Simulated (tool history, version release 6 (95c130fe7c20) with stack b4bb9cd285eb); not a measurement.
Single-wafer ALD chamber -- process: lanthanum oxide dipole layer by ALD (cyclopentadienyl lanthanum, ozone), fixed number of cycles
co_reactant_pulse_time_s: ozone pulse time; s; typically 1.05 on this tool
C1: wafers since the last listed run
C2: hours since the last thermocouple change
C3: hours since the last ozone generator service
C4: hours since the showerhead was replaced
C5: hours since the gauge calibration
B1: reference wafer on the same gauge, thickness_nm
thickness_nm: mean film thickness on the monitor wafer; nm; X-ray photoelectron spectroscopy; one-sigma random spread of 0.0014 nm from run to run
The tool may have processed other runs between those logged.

run 1 hour=0.0 | co_reactant_pulse_time_s=1.05 | C1=0 C2=650.9 C3=642.9 C4=5842.5 C5=395.8 | B1=0.572 | thickness_nm=0.563
run 2 hour=14.8 | co_reactant_pulse_time_s=1.05 | C1=252 C2=665.7 C3=657.7 C4=5857.3 C5=410.6 | B1=0.572 | thickness_nm=0.560
run 3 hour=38.9 | co_reactant_pulse_time_s=1.05 | C1=411 C2=689.8 C3=681.8 C4=5881.4 C5=434.7 | B1=0.571 | thickness_nm=0.561
run 4 hour=56.1 | co_reactant_pulse_time_s=1.05 | C1=293 C2=707.0 C3=699.0 C4=5898.6 C5=451.9 | B1=0.572 | thickness_nm=0.561
run 5 hour=84.3 | co_reactant_pulse_time_s=1.05 | C1=481 C2=735.2 C3=727.2 C4=5926.8 C5=480.1 | B1=0.572 | thickness_nm=0.560
run 6 hour=104.2 | co_reactant_pulse_time_s=1.16 | C1=339 C2=755.1 C3=747.1 C4=5946.7 C5=500.0 | B1=0.572 | thickness_nm=0.580
run 7 hour=119.7 | co_reactant_pulse_time_s=1.05 | C1=264 C2=770.6 C3=762.6 C4=5962.2 C5=515.5 | B1=0.573 | thickness_nm=0.557
run 8 hour=134.6 | co_reactant_pulse_time_s=1.05 | C1=254 C2=785.5 C3=777.5 C4=5977.1 C5=530.4 | B1=0.572 | thickness_nm=0.558
run 9 hour=149.2 | co_reactant_pulse_time_s=1.05 | C1=249 C2=800.1 C3=792.1 C4=5991.7 C5=545.0 | B1=0.572 | thickness_nm=0.556
-- hour=150.7 gauge calibrated
run 10 hour=171.4 | co_reactant_pulse_time_s=1.05 | C1=378 C2=822.3 C3=814.3 C4=6013.9 C5=20.7 | B1=0.572 | thickness_nm=0.554
run 11 hour=202.5 | co_reactant_pulse_time_s=0.86 | C1=530 C2=853.4 C3=845.4 C4=6045.0 C5=51.8 | B1=0.572 | thickness_nm=0.502
run 12 hour=231.6 | co_reactant_pulse_time_s=0.71 | C1=496 C2=882.5 C3=874.5 C4=6074.1 C5=80.9 | B1=0.572 | thickness_nm=0.442
-- hour=245.3 thermocouple changed; heater temperature recalibrated
-- hour=262.2 ozone generator serviced
run 13 hour=263.8 | co_reactant_pulse_time_s=1.05 | C1=276 C2=18.5 C3=1.6 C4=6106.3 C5=113.1 | B1=0.572 | thickness_nm=0.577
run 14 hour=289.7 | co_reactant_pulse_time_s=1.05 | C1=442 C2=44.4 C3=27.5 C4=6132.2 C5=139.0 | B1=0.572 | thickness_nm=0.576
run 15 hour=307.1 | co_reactant_pulse_time_s=1.05 | C1=296 C2=61.8 C3=44.9 C4=6149.6 C5=156.4 | B1=0.573 | thickness_nm=0.577
-- hour=339.0 showerhead replaced
run 16 hour=339.5 | co_reactant_pulse_time_s=1.41 | C1=416 C2=94.2 C3=77.3 C4=0.5 C5=188.8 | B1=0.572 | thickness_nm=0.626
run 17 hour=370.4 | co_reactant_pulse_time_s=1.05 | C1=527 C2=125.1 C3=108.2 C4=31.4 C5=219.7 | B1=0.572 | thickness_nm=0.576
run 18 hour=405.4 | co_reactant_pulse_time_s=0.87 | C1=597 C2=160.1 C3=143.2 C4=66.4 C5=254.7 | B1=0.572 | thickness_nm=0.532
run 19 hour=434.1 | co_reactant_pulse_time_s=1.35 | C1=489 C2=188.8 C3=171.9 C4=95.1 C5=283.4 | B1=0.572 | thickness_nm=0.620
run 20 hour=459.3 | co_reactant_pulse_time_s=1.43 | C1=430 C2=214.0 C3=197.1 C4=120.3 C5=308.6 | B1=0.572 | thickness_nm=0.625
run 21 hour=472.6 | co_reactant_pulse_time_s=1.36 | C1=226 C2=227.3 C3=210.4 C4=133.6 C5=321.9 | B1=0.572 | thickness_nm=0.619

Below are 5 alternative next runs, each starting from the tool's condition after run 21. Predict each:
run A hour=473.0 | co_reactant_pulse_time_s=1.17 | C1=6 C2=227.7 C3=210.8 C4=134.0 C5=322.3 | B1=? | thickness_nm=?
run B hour=473.0 | co_reactant_pulse_time_s=1.46 | C1=6 C2=227.7 C3=210.8 C4=134.0 C5=322.3 | B1=? | thickness_nm=?
run C hour=473.0 | co_reactant_pulse_time_s=0.66 | C1=6 C2=227.7 C3=210.8 C4=134.0 C5=322.3 | B1=? | thickness_nm=?
run D hour=473.0 | co_reactant_pulse_time_s=0.64 | C1=6 C2=227.7 C3=210.8 C4=134.0 C5=322.3 | B1=? | thickness_nm=?
run E hour=473.0 | co_reactant_pulse_time_s=1.32 | C1=6 C2=227.7 C3=210.8 C4=134.0 C5=322.3 | B1=? | thickness_nm=?

run=A B1=0.572 thickness_nm=0.597
run=B B1=0.572 thickness_nm=0.628
run=C B1=0.572 thickness_nm=0.450
run=D B1=0.572 thickness_nm=0.439
run=E B1=0.572 thickness_nm=0.616
Take away the tool's hidden state, keep each run's random variation, and the runs would have read:
run=A thickness_nm=0.599
run=B thickness_nm=0.629
run=C thickness_nm=0.452
run=D thickness_nm=0.442
run=E thickness_nm=0.617

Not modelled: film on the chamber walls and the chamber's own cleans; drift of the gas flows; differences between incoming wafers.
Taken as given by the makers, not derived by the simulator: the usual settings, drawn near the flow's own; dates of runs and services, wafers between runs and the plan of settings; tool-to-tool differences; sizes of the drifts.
